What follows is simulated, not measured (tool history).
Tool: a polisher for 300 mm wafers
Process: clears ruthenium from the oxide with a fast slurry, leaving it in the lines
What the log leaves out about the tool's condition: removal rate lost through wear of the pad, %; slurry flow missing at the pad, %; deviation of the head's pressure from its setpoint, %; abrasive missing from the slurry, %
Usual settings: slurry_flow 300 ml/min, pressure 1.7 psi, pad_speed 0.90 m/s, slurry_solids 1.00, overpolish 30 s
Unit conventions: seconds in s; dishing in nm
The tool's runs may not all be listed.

run,hour,slurry_flow,pressure,pad_speed,slurry_solids,overpolish,wafers since the last listed run,wafers polished on this pad,hours since the slurry nozzle was cleaned,hours since the head pressure was calibrated,hours since the slurry blender was calibrated,"incoming thickness of the incoming film, nm",seconds,dishing
1,0.0,300,1.7,0.90,1.00,30,0,109,239.9,103.8,54.7,170.5,88.3,43.7
2,13.3,300,1.7,0.90,1.10,30,105,214,253.2,117.1,68.0,171.0,84.4,44.0
# hour 20.1: slurry nozzle cleaned
3,26.7,300,1.9,0.90,1.00,30,98,312,6.6,130.5,81.4,170.1,81.7,44.2
4,41.3,300,1.9,0.90,1.00,30,115,428,21.2,145.1,96.0,170.7,80.7,45.6
5,57.7,300,1.7,0.90,1.00,30,129,557,37.6,161.5,112.4,170.7,89.1,42.8
6,100.0,300,1.7,0.90,1.00,30,334,892,79.9,203.8,154.7,169.2,90.3,44.0
# hour 104.3: worn pad replaced by a new one
7,115.2,300,1.7,0.90,1.00,30,88,86,95.1,219.0,169.9,171.1,89.9,42.8
8,121.8,385,1.7,0.90,1.00,30,52,138,101.7,225.6,176.5,171.0,87.2,43.8
9,130.4,385,1.7,0.90,1.00,30,68,206,110.3,234.2,185.1,168.1,84.4,44.8
# hour 133.6: slurry blender recalibrated
10,138.8,300,2.2,1.12,1.00,30,50,257,118.7,242.6,5.2,171.2,62.2,56.3
11,146.2,265,1.7,0.90,1.00,30,58,315,126.1,250.0,12.6,168.6,90.3,42.7
12,164.0,300,1.1,0.90,1.00,30,140,456,143.9,267.8,30.4,169.2,112.9,35.6
13,173.9,300,1.7,0.78,1.00,30,78,534,153.8,277.7,40.3,167.6,99.3,38.6
14,188.5,300,1.9,1.12,1.00,37,115,650,168.4,292.3,54.9,170.1,67.9,61.2
15,198.4,300,2.1,0.90,1.20,30,78,728,178.3,302.2,64.8,168.8,72.9,50.8
16,210.0,300,2.1,1.04,1.00,46,91,820,189.9,313.8,76.4,173.5,71.3,71.5
# hour 215.0: worn pad replaced by a new one
# hour 226.8: head pressure recalibrated
17,227.3,300,1.7,1.04,1.00,30,89,81,207.2,0.5,93.7,172.2,78.1,46.4
18,243.0,300,1.7,0.90,0.75,30,124,205,222.9,16.2,109.4,169.9,98.0,40.0
19,252.9,300,1.7,1.04,1.00,30,78,284,232.8,26.1,119.3,169.5,78.3,49.1
20,267.8,300,1.7,0.90,1.00,30,117,401,247.7,41.0,134.2,169.3,86.4,43.2
# hour 284.0: slurry nozzle cleaned
21,285.3,300,1.7,1.06,1.00,30,130,532,1.3,58.5,151.7,170.3,77.6,49.3
22,303.2,225,1.4,0.90,1.10,40,141,673,19.2,76.4,169.6,167.3,97.0,50.1
23,318.9,370,2.1,0.90,1.10,30,124,798,34.9,92.1,185.3,168.7,73.0,49.8
# hour 334.8: worn pad replaced by a new one
24,335.8,300,1.3,0.76,0.75,17,102,7,51.8,109.0,202.2,170.2,132.0,18.9
# hour 346.7: slurry blender recalibrated
25,347.2,300,1.7,0.90,1.00,30,74,82,63.2,120.4,0.5,173.7,88.6,42.7
26,358.3,300,1.7,0.90,1.00,13,87,170,74.3,131.5,11.6,169.1,88.8,20.5
27,369.6,300,1.7,1.00,1.00,30,89,259,85.6,142.8,22.9,170.8,81.3,46.6
28,375.9,300,1.7,0.90,1.00,30,49,309,91.9,149.1,29.2,171.2,88.7,42.7
29,383.2,300,1.7,0.90,1.00,30,57,367,99.2,156.4,36.5,168.1,89.5,43.8
30,399.0,300,2.1,0.90,0.75,30,124,492,115.0,172.2,52.3,169.1,85.0,45.2

Forecast each of these 3 alternatives for the next run:
A,399.5,365,1.7,0.90,1.00,30,3,496,115.5,172.7,52.8,169.4,?,?
B,399.5,390,1.7,0.90,1.00,30,3,496,115.5,172.7,52.8,169.4,?,?
C,399.5,300,1.7,0.90,0.75,36,3,496,115.5,172.7,52.8,169.4,?,?

run,seconds,dishing
A,86.6,44.1
B,86.2,44.2
C,97.5,46.3
The same runs, with their run-to-run variation unchanged, on a tool lacking any hidden condition would have given:
run,seconds,dishing
A,86.6,44.1
B,86.2,44.2
C,97.5,46.3

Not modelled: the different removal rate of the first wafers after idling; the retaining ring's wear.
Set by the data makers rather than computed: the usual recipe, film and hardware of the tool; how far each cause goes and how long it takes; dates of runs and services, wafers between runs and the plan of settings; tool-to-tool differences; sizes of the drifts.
